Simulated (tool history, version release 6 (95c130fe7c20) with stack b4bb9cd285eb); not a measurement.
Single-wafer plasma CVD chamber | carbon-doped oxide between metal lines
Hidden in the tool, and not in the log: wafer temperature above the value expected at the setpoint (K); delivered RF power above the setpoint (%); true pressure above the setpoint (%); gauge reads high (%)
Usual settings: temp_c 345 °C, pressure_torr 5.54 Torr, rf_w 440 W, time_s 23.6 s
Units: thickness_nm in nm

run     day  temp_c  pressure_torr  rf_w  time_s  wafers since the last listed run  hours since the last thermocouple change  hours since the last RF generator calibration  hours since the last manometer calibration  hours since the showerhead was replaced  hours since the gauge calibration  read-back reference wafer on the same gauge, thickness_nm  thickness_nm
  1   0.000     349           5.54   440    23.6                                 0                                    1102.4                                          632.3                                      1439.1                                   2225.3                             1842.7                                                    123.981       103.368
  2   4.100     349           5.54   440    23.6                              1310                                    1200.8                                          730.7                                      1537.5                                   2323.7                             1941.1                                                    123.986       102.601
  3   9.508     345           5.54   440    23.6                              1728                                    1330.6                                          860.5                                      1667.3                                   2453.5                             2070.9                                                    123.997       103.684
  4  21.300     345           5.54   440    23.6                              3767                                    1613.6                                         1143.5                                      1950.3                                   2736.5                             2353.9                                                    124.062       104.017
  5  24.467     345           5.54   440    23.6                              1011                                    1689.6                                         1219.5                                      2026.3                                   2812.5                             2429.9                                                    123.837       104.263
  6  26.008     345           5.54   400    23.6                               492                                    1726.6                                         1256.5                                      2063.3                                   2849.5                             2466.9                                                    124.116        93.795
  7  27.529     345           5.54   400    23.6                               485                                    1763.1                                         1293.0                                      2099.8                                   2886.0                             2503.4                                                    123.995        94.056
  8  30.688     345           5.54   400    23.6                              1009                                    1838.9                                         1368.8                                      2175.6                                   2961.8                             2579.2                                                    124.065        94.316
     31.075  -- gauge calibrated
  9  34.746     345           5.54   440    21.7                              1296                                    1936.3                                         1466.2                                      2273.0                                   3059.2                               88.1                                                    123.966        95.261
 10  37.454     345           5.54   440    21.7                               865                                    2001.3                                         1531.2                                      2338.0                                   3124.2                              153.1                                                    124.133        95.555
     38.208  -- RF generator calibrated
 11  39.433     345           5.54   440    23.6                               525                                    2048.8                                           29.4                                      2385.5                                   3171.7                              200.6                                                    123.918       109.507
     40.333  -- capacitance manometer re-zeroed and calibrated
 12  44.596     345           5.54   440    23.6                              1543                                    2172.7                                          153.3                                       102.3                                   3295.6                              324.5                                                    123.945       107.557
 13  46.783     334           6.42   490    25.9                               698                                    2225.2                                          205.8                                       154.8                                   3348.1                              377.0                                                    124.083       135.990
 14  51.042     345           5.54   440    23.6                              1360                                    2327.4                                          308.0                                       257.0                                   3450.3                              479.2                                                    123.966       106.086
 15  53.867     330           5.54   480    23.6                               902                                    2395.2                                          375.8                                       324.8                                   3518.1                              547.0                                                    123.907       120.341
     54.679  -- thermocouple changed; heater temperature recalibrated
 16  58.096     334           5.54   440    23.6                              1244                                      82.0                                          477.3                                       426.3                                   3619.6                              648.5                                                    124.016       109.189
     60.104  -- showerhead replaced
 17  61.408     345           6.38   440    23.6                               951                                     161.5                                          556.8                                       505.8                                     31.3                              728.0                                                    124.033       107.325
 18  64.179     336           5.54   440    23.6                               885                                     228.0                                          623.3                                       572.3                                     97.8                              794.5                                                    124.031       108.275
 19  66.112     345           5.54   385    23.6                               617                                     274.4                                          669.7                                       618.7                                    144.2                              840.9                                                    123.987        90.673
 20  69.954     349           5.54   440    23.6                              1227                                     366.6                                          761.9                                       710.9                                    236.4                              933.1                                                    123.922       104.332
 21  73.883     345           5.54   440    21.7                              1255                                     460.9                                          856.2                                       805.2                                    330.7                             1027.4                                                    124.131        96.132
 22  76.454     333           5.54   405    19.9                               821                                     522.6                                          917.9                                       866.9                                    392.4                             1089.1                                                    124.037        83.782

The next listed run, before its measurement:
 23  78.296     358           5.54   440    27.2                               588                                     566.8                                          962.1                                       911.1                                    436.6                             1133.3                                                          ?             ?

{"run 23": {"read-back reference wafer on the same gauge, thickness_nm": 124.051, "thickness_nm": 116.615}}
Without the tool's hidden state the same run would have given thickness_nm 122.216 nm.
